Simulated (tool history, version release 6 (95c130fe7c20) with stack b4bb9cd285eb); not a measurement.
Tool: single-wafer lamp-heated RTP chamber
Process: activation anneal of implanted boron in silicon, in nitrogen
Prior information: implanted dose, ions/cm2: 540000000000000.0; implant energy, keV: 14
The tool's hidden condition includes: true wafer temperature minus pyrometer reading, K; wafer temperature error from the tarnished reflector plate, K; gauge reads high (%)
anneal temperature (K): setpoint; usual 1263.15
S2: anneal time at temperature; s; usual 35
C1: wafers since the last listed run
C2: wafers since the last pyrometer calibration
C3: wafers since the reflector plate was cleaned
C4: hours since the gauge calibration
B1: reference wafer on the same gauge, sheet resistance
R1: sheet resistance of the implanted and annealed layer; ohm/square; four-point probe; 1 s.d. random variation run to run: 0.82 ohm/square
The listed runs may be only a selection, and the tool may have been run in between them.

run 1 hour=0 | anneal_temperature_(K)=1263.15 S2=35 | C1=0 C2=5817 C3=9131 C4=433.8 | B1=189.93 | R1=208.11
run 2 hour=10 | anneal_temperature_(K)=1263.15 S2=35 | C1=190 C2=6008 C3=9322 C4=443.8 | B1=190.1 | R1=209.09
run 3 hour=22.8 | anneal_temperature_(K)=1263.15 S2=35 | C1=244 C2=6252 C3=9567 C4=456.6 | B1=189.98 | R1=208.9
run 4 hour=32.6 | anneal_temperature_(K)=1263.15 S2=35 | C1=187 C2=6440 C3=9754 C4=466.4 | B1=189.9 | R1=210.43
run 5 hour=46.8 | anneal_temperature_(K)=1263.15 S2=35 | C1=271 C2=6711 C3=10025 C4=480.6 | B1=190.05 | R1=208.41
run 6 hour=61.4 | anneal_temperature_(K)=1274.15 S2=35 | C1=278 C2=6990 C3=10304 C4=495.2 | B1=190.11 | R1=207.15
run 7 hour=77.1 | anneal_temperature_(K)=1263.15 S2=35 | C1=299 C2=7289 C3=10604 C4=510.9 | B1=189.97 | R1=210.23
run 8 hour=83.2 | anneal_temperature_(K)=1252.15 S2=35 | C1=116 C2=7406 C3=10720 C4=517 | B1=189.99 | R1=213.97
run 9 hour=90 | anneal_temperature_(K)=1252.15 S2=35 | C1=129 C2=7536 C3=10850 C4=523.8 | B1=190.08 | R1=214.42
run 10 hour=100.7 | anneal_temperature_(K)=1263.15 S2=35 | C1=204 C2=7740 C3=11054 C4=534.5 | B1=189.89 | R1=209.35
-- hour=111.8 reflector plate cleaned
run 11 hour=112.4 | anneal_temperature_(K)=1263.15 S2=35 | C1=70 C2=7811 C3=10 C4=546.2 | B1=190.13 | R1=210.96
run 12 hour=119.3 | anneal_temperature_(K)=1263.15 S2=35 | C1=131 C2=7943 C3=142 C4=553.1 | B1=189.95 | R1=208.82
-- hour=133.1 pyrometer window cleaned and pyrometer calibrated
run 13 hour=133.6 | anneal_temperature_(K)=1263.15 S2=35 | C1=120 C2=10 C3=263 C4=567.4 | B1=189.96 | R1=209.74
run 14 hour=144.3 | anneal_temperature_(K)=1263.15 S2=35 | C1=204 C2=214 C3=467 C4=578.1 | B1=189.96 | R1=209.61
run 15 hour=156.5 | anneal_temperature_(K)=1273.15 S2=35 | C1=232 C2=447 C3=700 C4=590.3 | B1=189.92 | R1=206.96
run 16 hour=167.6 | anneal_temperature_(K)=1263.15 S2=50 | C1=211 C2=659 C3=912 C4=601.4 | B1=189.92 | R1=207.66
run 17 hour=179.9 | anneal_temperature_(K)=1263.15 S2=35 | C1=234 C2=894 C3=1147 C4=613.7 | B1=189.92 | R1=208.25
-- hour=189.8 gauge calibrated
run 18 hour=191.3 | anneal_temperature_(K)=1276.15 S2=49 | C1=217 C2=1112 C3=1365 C4=1.5 | B1=190.16 | R1=206.22
run 19 hour=209.1 | anneal_temperature_(K)=1287.15 S2=25 | C1=339 C2=1452 C3=1704 C4=19.3 | B1=190.02 | R1=205.39
run 20 hour=233.1 | anneal_temperature_(K)=1263.15 S2=35 | C1=458 C2=1910 C3=2163 C4=43.3 | B1=190.04 | R1=209.71
run 21 hour=242.2 | anneal_temperature_(K)=1263.15 S2=29 | C1=173 C2=2084 C3=2337 C4=52.4 | B1=190.13 | R1=210.63
run 22 hour=259.5 | anneal_temperature_(K)=1263.15 S2=35 | C1=330 C2=2414 C3=2667 C4=69.7 | B1=190.05 | R1=208.01
run 23 hour=269 | anneal_temperature_(K)=1282.15 S2=35 | C1=181 C2=2596 C3=2848 C4=79.2 | B1=190.15 | R1=205.26
run 24 hour=285.9 | anneal_temperature_(K)=1286.15 S2=35 | C1=322 C2=2918 C3=3171 C4=96.1 | B1=190.1 | R1=204.18
run 25 hour=298.4 | anneal_temperature_(K)=1263.15 S2=26 | C1=238 C2=3157 C3=3410 C4=108.6 | B1=190 | R1=208.81
run 26 hour=313.5 | anneal_temperature_(K)=1263.15 S2=35 | C1=288 C2=3445 C3=3698 C4=123.7 | B1=190.01 | R1=208.86
run 27 hour=320.1 | anneal_temperature_(K)=1263.15 S2=23 | C1=126 C2=3571 C3=3824 C4=130.3 | B1=190.12 | R1=210.32
run 28 hour=337.2 | anneal_temperature_(K)=1255.15 S2=35 | C1=326 C2=3898 C3=4151 C4=147.4 | B1=190.03 | R1=213.66
run 29 hour=352.8 | anneal_temperature_(K)=1263.15 S2=49 | C1=297 C2=4196 C3=4449 C4=163 | B1=189.97 | R1=207.5
run 30 hour=364.9 | anneal_temperature_(K)=1278.15 S2=27 | C1=231 C2=4427 C3=4680 C4=175.1 | B1=189.94 | R1=204.51
run 31 hour=378.9 | anneal_temperature_(K)=1271.15 S2=23 | C1=267 C2=4694 C3=4947 C4=189.1 | B1=190.06 | R1=207.81
run 32 hour=394.2 | anneal_temperature_(K)=1263.15 S2=35 | C1=292 C2=4987 C3=5240 C4=204.4 | B1=189.99 | R1=209.2
run 33 hour=403.8 | anneal_temperature_(K)=1279.15 S2=35 | C1=183 C2=5170 C3=5423 C4=214 | B1=189.85 | R1=204.37
run 34 hour=419.3 | anneal_temperature_(K)=1237.15 S2=53 | C1=296 C2=5466 C3=5719 C4=229.5 | B1=190.05 | R1=223.55
run 35 hour=427.8 | anneal_temperature_(K)=1253.15 S2=25 | C1=162 C2=5628 C3=5881 C4=238 | B1=189.95 | R1=215.71
run 36 hour=440.2 | anneal_temperature_(K)=1290.15 S2=53 | C1=236 C2=5865 C3=6118 C4=250.4 | B1=189.94 | R1=201.92
run 37 hour=447 | anneal_temperature_(K)=1235.15 S2=48 | C1=129 C2=5995 C3=6248 C4=257.2 | B1=190.12 | R1=227.1
run 38 hour=464.4 | anneal_temperature_(K)=1263.15 S2=35 | C1=332 C2=6327 C3=6580 C4=274.6 | B1=189.98 | R1=209.23

What the log doesn't show, run by run:
true wafer temperature minus pyrometer reading, K: 0 across all the runs
wafer temperature error from the tarnished reflector plate, K: 0 across all the runs
gauge reads high (%): 0 across all the runs
